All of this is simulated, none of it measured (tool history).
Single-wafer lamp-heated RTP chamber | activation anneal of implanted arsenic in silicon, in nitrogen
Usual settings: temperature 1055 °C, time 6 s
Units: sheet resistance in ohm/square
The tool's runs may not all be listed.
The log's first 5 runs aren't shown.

run,hour,temperature,time,wafers since the last listed run,wafers since the last pyrometer calibration,wafers since the reflector plate was cleaned,hours since the gauge calibration,"read-back reference wafer on the same gauge, sheet resistance",sheet resistance
6,67.9,1047,6,129,3456,8727,173.6,167.09,173.95
7,75.2,1065,6,69,3526,8796,180.9,166.94,170.25
8,86,1065,6,102,3628,8899,191.7,167.13,170.31
9,102.9,1065,6,160,3789,9059,208.6,167.06,169.83
10,118.8,1055,6,150,3939,9210,224.5,167.21,172.39
11,139.4,1055,6,195,4135,9405,245.1,167.14,172.49
12,157.3,1055,6,169,4305,9575,263,167.1,173.19
13,166.1,1055,6,83,4388,9659,271.8,167,172.17
14,178.7,1055,6,119,4508,9778,284.4,166.92,172.38
15,189.5,1055,6,102,4611,9881,295.2,166.98,171.63
16,204.2,1074,3,139,4750,10020,309.9,167.15,174.78
17,213.4,1055,5,87,4837,10108,319.1,167.02,174.31
18,219.5,1055,9,57,4895,10166,325.2,167.03,167.87
# hour 244.7: reflector plate cleaned
19,261.1,1044,8,318,5214,155,366.8,167.03,171.77
20,284.3,1055,6,220,5434,375,390,167,172.06
21,296.3,1047,3,113,5548,489,402,166.99,180.36
# hour 301.8: gauge calibrated
22,305.4,1055,6,86,5635,576,3.6,166.91,171.82
# hour 343.9: pyrometer window cleaned and pyrometer calibrated
23,344.4,1067,4,294,4,870,42.6,167.03,176.2
24,349,1055,6,43,48,914,47.2,167.11,175.49

Run 25 comes next. What will it give?
25,362.8,1055,6,130,179,1044,61,?,?

read-back reference wafer on the same gauge, sheet resistance: 166.97
sheet resistance: 174.53 ohm/square
Without the tool's hidden state the same run would have given sheet resistance 174.88 ohm/square.
